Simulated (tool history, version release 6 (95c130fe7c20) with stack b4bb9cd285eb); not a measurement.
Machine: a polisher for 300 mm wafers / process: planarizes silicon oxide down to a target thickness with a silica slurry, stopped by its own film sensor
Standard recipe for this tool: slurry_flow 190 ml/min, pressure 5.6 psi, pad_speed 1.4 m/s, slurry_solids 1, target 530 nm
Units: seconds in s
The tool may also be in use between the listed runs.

| run | hour | slurry_flow | pressure | pad_speed | slurry_solids | target | incoming thickness of the incoming film, nm | seconds |
|---|---|---|---|---|---|---|---|---|
| 1 | 0 | 190 | 5.6 | 1.4 | 1 | 530 | 860.6 | 72.3 |
|  | 9.2 | conditioning disc replaced and pad reconditioned |
|  | 53.8 | slurry blender recalibrated |
|  | 153.3 | worn pad replaced by a new one |
| 2 | 191.5 | 190 | 5.6 | 1.4 | 1 | 530 | 870.5 | 74 |
| 3 | 233 | 190 | 5.6 | 1.4 | 1 | 530 | 882.4 | 79.1 |
|  | 246.9 | slurry blender recalibrated |
| 4 | 305.7 | 190 | 5.6 | 1.4 | 1 | 490 | 869.1 | 81 |
|  | 315.8 | slurry nozzle cleaned |
| 5 | 346 | 190 | 5.6 | 1.4 | 1 | 490 | 863.8 | 82.7 |
|  | 390.5 | worn pad replaced by a new one |
|  | 415 | head pressure recalibrated |
|  | 436.7 | slurry blender recalibrated |
| 6 | 443.2 | 190 | 5.6 | 1.4 | 1 | 530 | 864.4 | 71.4 |
|  | 485.8 | conditioning disc replaced and pad reconditioned |
| 7 | 536.9 | 190 | 5.6 | 1.4 | 1 | 530 | 884.6 | 79 |
| 8 | 592.6 | 190 | 5.6 | 1.4 | 1 | 530 | 870.5 | 78.5 |
|  | 622.8 | worn pad replaced by a new one |
| 9 | 651.8 | 190 | 5.6 | 1.4 | 1 | 530 | 863 | 76.4 |
|  | 654.2 | slurry blender recalibrated |
| 10 | 715.8 | 190 | 5.6 | 1.4 | 1.2 | 530 | 885.8 | 72.1 |

Estimate the outcome of run 11 from the log above:
| 11 | 767.6 | 190 | 6.4 | 1.82 | 0.75 | 530 | 870.3 | ? |

{"run 11": {"seconds": 62.8}}
On a tool with no hidden condition, and with the same random variation, this run would have come out at seconds 56.2 s.
